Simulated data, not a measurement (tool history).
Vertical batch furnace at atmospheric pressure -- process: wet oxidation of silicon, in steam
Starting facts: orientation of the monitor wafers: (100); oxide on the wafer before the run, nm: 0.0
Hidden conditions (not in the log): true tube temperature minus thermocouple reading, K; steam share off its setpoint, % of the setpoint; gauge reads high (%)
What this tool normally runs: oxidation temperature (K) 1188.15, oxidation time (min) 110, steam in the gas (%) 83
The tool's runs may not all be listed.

run	hour	oxidation temperature (K)	oxidation time (min)	steam in the gas (%)	wafers since the last listed run	hours since the last temperature calibration	hours since the steam generator was serviced	hours since the gauge calibration	read-back reference wafer on the same gauge, thickness	oxide thickness on the monitor wafer (angstrom)
1	0	1188.15	110	83	0	2691.2	2755.6	269.6	365.17	3056.4
# hour 10.7: gauge calibrated
2	26.1	1188.15	110	83	270	2717.3	2781.7	15.4	362.31	3049.3
3	50.7	1188.15	110	83	254	2741.9	2806.3	40	362.8	3028.1
4	75.3	1188.15	110	83	254	2766.5	2830.9	64.6	363.42	3055.9
5	108.4	1188.15	110	83	342	2799.6	2864	97.7	363.38	3021.2
6	125	1188.15	110	83	171	2816.2	2880.6	114.3	364.01	3052.8
# hour 181.5: steam generator serviced
7	182	1188.15	110	83	341	2873.2	0.5	171.3	364.79	3055.6
8	187.7	1188.15	110	83	14	2878.9	6.2	177	364.79	3056.9
# hour 207.4: thermocouples replaced and temperature profile calibrated
9	207.9	1188.15	110	83	5	0.5	26.4	197.2	365.12	3035.5
10	225.1	1188.15	69.5	83	178	17.7	43.6	214.4	365.17	2063.8
11	259.1	1188.15	83	83	352	51.7	77.6	248.4	366.02	2426.6
12	275.7	1167.15	72.5	80	171	68.3	94.2	265	365.98	1585.8
13	301.5	1171.15	110	76	267	94.1	120	290.8	366.41	2309.8
14	313.5	1188.15	129.5	83	124	106.1	132	302.8	366.34	3512.4
# hour 325.1: gauge calibrated
15	340.9	1198.15	80	71	283	133.5	159.4	15.8	361.98	2269.2
16	376.1	1167.15	72.5	80	364	168.7	194.6	51	362.31	1556.8
17	405.9	1188.15	110	90	308	198.5	224.4	80.8	362.74	3253.6

Predict the results of run 18:
18	421.2	1188.15	126.5	83	158	213.8	239.7	96.1	?	?

read-back reference wafer on the same gauge, thickness: 362.88
oxide thickness on the monitor wafer (angstrom): 3431.7
If the tool had no hidden condition, the same run with the same run-to-run variation would have returned oxide thickness on the monitor wafer (angstrom) 3422.2.
